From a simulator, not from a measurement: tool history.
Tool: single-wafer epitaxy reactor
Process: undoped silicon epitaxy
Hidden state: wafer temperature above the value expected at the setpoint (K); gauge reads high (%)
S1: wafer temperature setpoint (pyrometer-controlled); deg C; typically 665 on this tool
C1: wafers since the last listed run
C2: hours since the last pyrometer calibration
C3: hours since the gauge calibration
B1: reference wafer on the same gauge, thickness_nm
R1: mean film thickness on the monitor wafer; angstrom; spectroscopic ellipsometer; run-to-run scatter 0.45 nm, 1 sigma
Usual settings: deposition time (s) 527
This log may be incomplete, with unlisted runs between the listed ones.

run 1 hour=0.0 | S1=665 deposition_time_(s)=574 | C1=0 C2=369.3 C3=932.1 | B1=96.921 | R1=1274.68
run 2 hour=57.5 | S1=669 deposition_time_(s)=527 | C1=221 C2=426.8 C3=989.6 | B1=96.947 | R1=1287.41
run 3 hour=97.8 | S1=669 deposition_time_(s)=527 | C1=154 C2=467.1 C3=1029.9 | B1=96.968 | R1=1291.12
run 4 hour=150.7 | S1=659 deposition_time_(s)=527 | C1=203 C2=520.0 C3=1082.8 | B1=96.939 | R1=1015.39
run 5 hour=192.2 | S1=659 deposition_time_(s)=527 | C1=159 C2=561.5 C3=1124.3 | B1=97.025 | R1=1025.43
run 6 hour=253.2 | S1=657 deposition_time_(s)=527 | C1=234 C2=622.5 C3=1185.3 | B1=97.011 | R1=974.46
run 7 hour=278.2 | S1=672 deposition_time_(s)=527 | C1=96 C2=647.5 C3=1210.3 | B1=97.057 | R1=1399.17
run 8 hour=305.4 | S1=665 deposition_time_(s)=527 | C1=104 C2=674.7 C3=1237.5 | B1=96.971 | R1=1181.36
run 9 hour=347.2 | S1=675 deposition_time_(s)=527 | C1=160 C2=716.5 C3=1279.3 | B1=96.994 | R1=1508.12
run 10 hour=402.6 | S1=675 deposition_time_(s)=527 | C1=212 C2=771.9 C3=1334.7 | B1=96.971 | R1=1505.51
run 11 hour=452.6 | S1=673 deposition_time_(s)=527 | C1=192 C2=821.9 C3=1384.7 | B1=96.981 | R1=1440.87
run 12 hour=499.4 | S1=665 deposition_time_(s)=527 | C1=179 C2=868.7 C3=1431.5 | B1=97.066 | R1=1182.89
-- hour=503.9 gauge calibrated
run 13 hour=541.3 | S1=665 deposition_time_(s)=527 | C1=161 C2=910.6 C3=37.4 | B1=96.962 | R1=1190.82
run 14 hour=566.8 | S1=653 deposition_time_(s)=571 | C1=98 C2=936.1 C3=62.9 | B1=96.894 | R1=966.17
run 15 hour=592.6 | S1=678 deposition_time_(s)=585 | C1=99 C2=961.9 C3=88.7 | B1=96.996 | R1=1792.40
run 16 hour=635.9 | S1=653 deposition_time_(s)=476 | C1=166 C2=1005.2 C3=132.0 | B1=96.962 | R1=807.51
run 17 hour=675.2 | S1=651 deposition_time_(s)=464 | C1=151 C2=1044.5 C3=171.3 | B1=96.890 | R1=746.42
-- hour=845.6 pyrometer calibrated
run 18 hour=864.3 | S1=659 deposition_time_(s)=498 | C1=696 C2=18.7 C3=360.4 | B1=96.929 | R1=947.93
run 19 hour=905.2 | S1=651 deposition_time_(s)=527 | C1=157 C2=59.6 C3=401.3 | B1=96.995 | R1=830.02
run 20 hour=946.6 | S1=665 deposition_time_(s)=527 | C1=159 C2=101.0 C3=442.7 | B1=97.055 | R1=1153.43
run 21 hour=1013.7 | S1=665 deposition_time_(s)=527 | C1=257 C2=168.1 C3=509.8 | B1=97.041 | R1=1163.19
run 22 hour=1065.7 | S1=656 deposition_time_(s)=470 | C1=199 C2=220.1 C3=561.8 | B1=97.105 | R1=835.83
run 23 hour=1113.3 | S1=671 deposition_time_(s)=435 | C1=182 C2=267.7 C3=609.4 | B1=97.101 | R1=1108.84
run 24 hour=1148.6 | S1=675 deposition_time_(s)=556 | C1=135 C2=303.0 C3=644.7 | B1=97.015 | R1=1573.84
run 25 hour=1194.5 | S1=671 deposition_time_(s)=435 | C1=176 C2=348.9 C3=690.6 | B1=96.993 | R1=1114.52
run 26 hour=1232.2 | S1=665 deposition_time_(s)=527 | C1=144 C2=386.6 C3=728.3 | B1=96.993 | R1=1167.13

Pick out some run-to-run changes in R1. Of each, how much would a tool without hidden state show as well, from the settings, what came in and chance, and how much is left for the hidden state and any gauge scatter not in both results compared?
Run 14 -> 15: S1 653 -> 678, deposition time (s) 571 -> 585. R1 +826.23 angstrom: hidden state +21.91, all else +804.32.
Run 15 -> 16: S1 678 -> 653, deposition time (s) 585 -> 476. R1 -984.89 angstrom: hidden state -24.79, all else -960.10.
Run 17 -> 18: S1 651 -> 659, deposition time (s) 464 -> 498, pyrometer calibrated. R1 +201.51 angstrom: hidden state -22.36, all else +223.87.
